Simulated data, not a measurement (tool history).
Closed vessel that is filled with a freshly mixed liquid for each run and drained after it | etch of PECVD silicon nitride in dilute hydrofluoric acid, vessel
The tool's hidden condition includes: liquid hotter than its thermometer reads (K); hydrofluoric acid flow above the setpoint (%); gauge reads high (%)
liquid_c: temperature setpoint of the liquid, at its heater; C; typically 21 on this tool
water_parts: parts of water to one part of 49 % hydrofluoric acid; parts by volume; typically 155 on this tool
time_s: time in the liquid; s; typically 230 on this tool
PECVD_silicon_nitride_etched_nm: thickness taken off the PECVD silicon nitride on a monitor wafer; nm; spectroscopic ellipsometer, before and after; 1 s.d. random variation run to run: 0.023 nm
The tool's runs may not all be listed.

| run | hour | liquid_c | water_parts | time_s | wafers since the last listed run | hours since the thermometer was replaced | hours since the hydrofluoric acid flow meter was replaced | hours since the gauge calibration | read-back film thickness of the PECVD silicon nitride reference wafer, read on the same gauge (nm) | PECVD_silicon_nitride_etched_nm |
|---|---|---|---|---|---|---|---|---|---|---|
| 1 | 0 | 21 | 155 | 310 | 0 | 3235.8 | 913.3 | 206.6 | 140.04 | 9.45 |
| 2 | 7.7 | 21 | 155 | 310 | 929 | 3243.5 | 921 | 214.3 | 140 | 9.48 |
| 3 | 15.1 | 21 | 155 | 185 | 892 | 3250.9 | 928.4 | 221.7 | 140.05 | 5.67 |
| 4 | 32.9 | 21 | 155 | 185 | 2147 | 3268.7 | 946.2 | 239.5 | 140.03 | 5.66 |
| 5 | 43.8 | 21 | 155 | 185 | 1315 | 3279.6 | 957.1 | 250.4 | 139.97 | 5.67 |
| 6 | 58.3 | 21 | 155 | 230 | 1749 | 3294.1 | 971.6 | 264.9 | 140.03 | 7.03 |
| 7 | 75.2 | 21 | 155 | 230 | 2039 | 3311 | 988.5 | 281.8 | 139.99 | 7.07 |
| 8 | 83 | 21 | 155 | 230 | 941 | 3318.8 | 996.3 | 289.6 | 140.02 | 7.09 |
| 9 | 93.4 | 17.5 | 125 | 230 | 1254 | 3329.2 | 1006.7 | 300 | 139.95 | 6.88 |
|  | 100.7 | gauge calibrated |
| 10 | 110.2 | 17.5 | 125 | 230 | 2027 | 3346 | 1023.5 | 9.5 | 140.06 | 6.87 |
| 11 | 121.9 | 17.5 | 125 | 230 | 1411 | 3357.7 | 1035.2 | 21.2 | 140.02 | 6.86 |
| 12 | 135 | 21 | 155 | 230 | 1580 | 3370.8 | 1048.3 | 34.3 | 139.97 | 7.08 |
|  | 140.8 | hydrofluoric acid flow meter replaced |
| 13 | 146 | 17.5 | 130 | 230 | 1206 | 3381.8 | 5.2 | 45.3 | 140 | 5.9 |
| 14 | 158.9 | 19 | 155 | 230 | 1556 | 3394.7 | 18.1 | 58.2 | 139.97 | 5.54 |
| 15 | 171.3 | 23.5 | 105 | 170 | 1496 | 3407.1 | 30.5 | 70.6 | 140 | 8.1 |
| 16 | 178.7 | 21 | 155 | 275 | 892 | 3414.5 | 37.9 | 78 | 139.98 | 7.52 |
|  | 185.8 | thermometer replaced |
| 17 | 194.9 | 17 | 220 | 110 | 1834 | 9.1 | 54.1 | 94.2 | 140 | 1.66 |
| 18 | 202.6 | 22.5 | 185 | 120 | 929 | 16.8 | 61.8 | 101.9 | 139.99 | 3.08 |
| 19 | 220.2 | 22.5 | 115 | 330 | 2123 | 34.4 | 79.4 | 119.5 | 139.96 | 13.53 |
| 20 | 237.2 | 21 | 120 | 140 | 2051 | 51.4 | 96.4 | 136.5 | 140 | 4.98 |
| 21 | 243.6 | 22.5 | 155 | 345 | 772 | 57.8 | 102.8 | 142.9 | 139.99 | 10.58 |
| 22 | 251.3 | 21 | 155 | 230 | 929 | 65.5 | 110.5 | 150.6 | 140.04 | 6.38 |
| 23 | 261 | 21 | 130 | 350 | 1170 | 75.2 | 120.2 | 160.3 | 139.95 | 11.54 |
| 24 | 271.7 | 21 | 180 | 310 | 1291 | 85.9 | 130.9 | 171 | 140 | 7.45 |
| 25 | 288.8 | 21 | 155 | 310 | 2063 | 103 | 148 | 188.1 | 140.01 | 8.62 |
| 26 | 296.3 | 17.5 | 125 | 230 | 904 | 110.5 | 155.5 | 195.6 | 140 | 6.22 |

For each run, what was the tool's unlogged condition?
liquid hotter than its thermometer reads (K): 0, the same for each run
gauge reads high (%): 0, the same for each run
H1: hydrofluoric acid flow above the setpoint (%)
| run | H1 |
|---|---|
| 1 | 11.6 |
| 2 | 11.7 |
| 3 | 11.7 |
| 4 | 12 |
| 5 | 12.1 |
| 6 | 12.2 |
| 7 | 12.4 |
| 8 | 12.5 |
| 9 | 12.6 |
| 10 | 12.8 |
| 11 | 13 |
| 12 | 13.1 |
| 13 | 0.432 |
| 14 | 0.579 |
| 15 | 0.72 |
| 16 | 0.804 |
| 17 | 0.988 |
| 18 | 1.08 |
| 19 | 1.28 |
| 20 | 1.47 |
| 21 | 1.54 |
| 22 | 1.63 |
| 23 | 1.74 |
| 24 | 1.86 |
| 25 | 2.06 |
| 26 | 2.14 |
